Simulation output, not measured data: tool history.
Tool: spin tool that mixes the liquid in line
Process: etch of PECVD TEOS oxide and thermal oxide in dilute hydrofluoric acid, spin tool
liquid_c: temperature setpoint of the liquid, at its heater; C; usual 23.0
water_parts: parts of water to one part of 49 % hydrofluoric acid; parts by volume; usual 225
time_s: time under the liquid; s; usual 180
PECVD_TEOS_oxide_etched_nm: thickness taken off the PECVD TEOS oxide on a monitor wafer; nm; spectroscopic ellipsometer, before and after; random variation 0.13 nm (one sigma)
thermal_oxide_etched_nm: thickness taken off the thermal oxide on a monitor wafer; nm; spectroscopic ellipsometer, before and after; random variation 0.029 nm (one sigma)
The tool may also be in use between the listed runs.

run   hour  liquid_c  water_parts  time_s  wafers since the last listed run  hours since the thermometer was replaced  hours since the hydrofluoric acid flow meter was replaced  hours since the gauge calibration  read-back film thickness of the PECVD TEOS oxide reference wafer, read on the same gauge (nm)  read-back film thickness of the thermal oxide reference wafer, read on the same gauge (nm)  PECVD_TEOS_oxide_etched_nm  thermal_oxide_etched_nm
  1    0.0      23.0          225     180                                 0                                     543.3                                                     1131.7                              317.1                                                                                          40.02                                                                                     100.003                       15.75                    4.158
  2   35.0      23.0          225     180                               233                                     578.3                                                     1166.7                              352.1                                                                                          39.99                                                                                     100.053                       15.62                    4.195
  3   69.3      23.0          225     180                               228                                     612.6                                                     1201.0                              386.4                                                                                          40.02                                                                                     100.001                       15.99                    4.246
  4  146.0      23.0          225     180                               510                                     689.3                                                     1277.7                              463.1                                                                                          40.00                                                                                      99.983                       15.96                    4.311
  5  178.1      23.0          225     105                               213                                     721.4                                                     1309.8                              495.2                                                                                          40.00                                                                                     100.029                        9.36                    2.567
     275.4  -- hydrofluoric acid flow meter replaced
  6  283.8      23.0          225     105                               697                                     827.1                                                        8.4                              600.9                                                                                          39.99                                                                                     100.016                        8.45                    2.242
  7  303.7      23.0          225     180                               132                                     847.0                                                       28.3                              620.8                                                                                          39.98                                                                                      99.939                       14.42                    3.877
     311.0  -- thermometer replaced
  8  334.3      23.0          225     180                               197                                      23.3                                                       58.9                              651.4                                                                                          40.01                                                                                     100.002                       13.32                    3.546
     354.2  -- gauge calibrated
  9  359.3      23.0          225     180                               166                                      48.3                                                       83.9                                5.1                                                                                          40.00                                                                                     100.018                       13.42                    3.547
 10  393.3      23.0          225     100                               226                                      82.3                                                      117.9                               39.1                                                                                          40.00                                                                                      99.991                        7.45                    1.974
 11  408.2      23.0          155     180                                99                                      97.2                                                      132.8                               54.0                                                                                          40.00                                                                                      99.947                       21.20                    5.631
 12  434.9      23.0          185     145                               177                                     123.9                                                      159.5                               80.7                                                                                          39.98                                                                                     100.001                       13.97                    3.703
 13  459.4      23.0          225     180                               163                                     148.4                                                      184.0                              105.2                                                                                          40.00                                                                                      99.989                       13.61                    3.605
 14  485.2      19.5          225     180                               171                                     174.2                                                      209.8                              131.0                                                                                          39.99                                                                                      99.980                       11.92                    3.218
 15  497.8      23.0          225     180                                83                                     186.8                                                      222.4                              143.6                                                                                          40.01                                                                                      99.970                       13.71                    3.638
 16  521.1      23.0          225     180                               155                                     210.1                                                      245.7                              166.9                                                                                          39.99                                                                                      99.974                       13.71                    3.664
 17  541.2      19.5          295     180                               133                                     230.2                                                      265.8                              187.0                                                                                          40.01                                                                                     100.023                        8.76                    2.288
 18  575.0      21.0          270     275                               225                                     264.0                                                      299.6                              220.8                                                                                          39.99                                                                                     100.014                       15.81                    4.222

The next listed run, before its measurement:
 19  603.0      20.0          295     285                               186                                     292.0                                                      327.6                              248.8                                                                                              ?                                                                                           ?                           ?                        ?

read-back film thickness of the PECVD TEOS oxide reference wafer, read on the same gauge (nm): 40.02
read-back film thickness of the thermal oxide reference wafer, read on the same gauge (nm): 99.982
PECVD_TEOS_oxide_etched_nm: 14.02 nm
thermal_oxide_etched_nm: 3.813 nm
Without the tool's hidden state the same run would have given PECVD_TEOS_oxide_etched_nm 12.78 nm, thermal_oxide_etched_nm 3.474 nm.
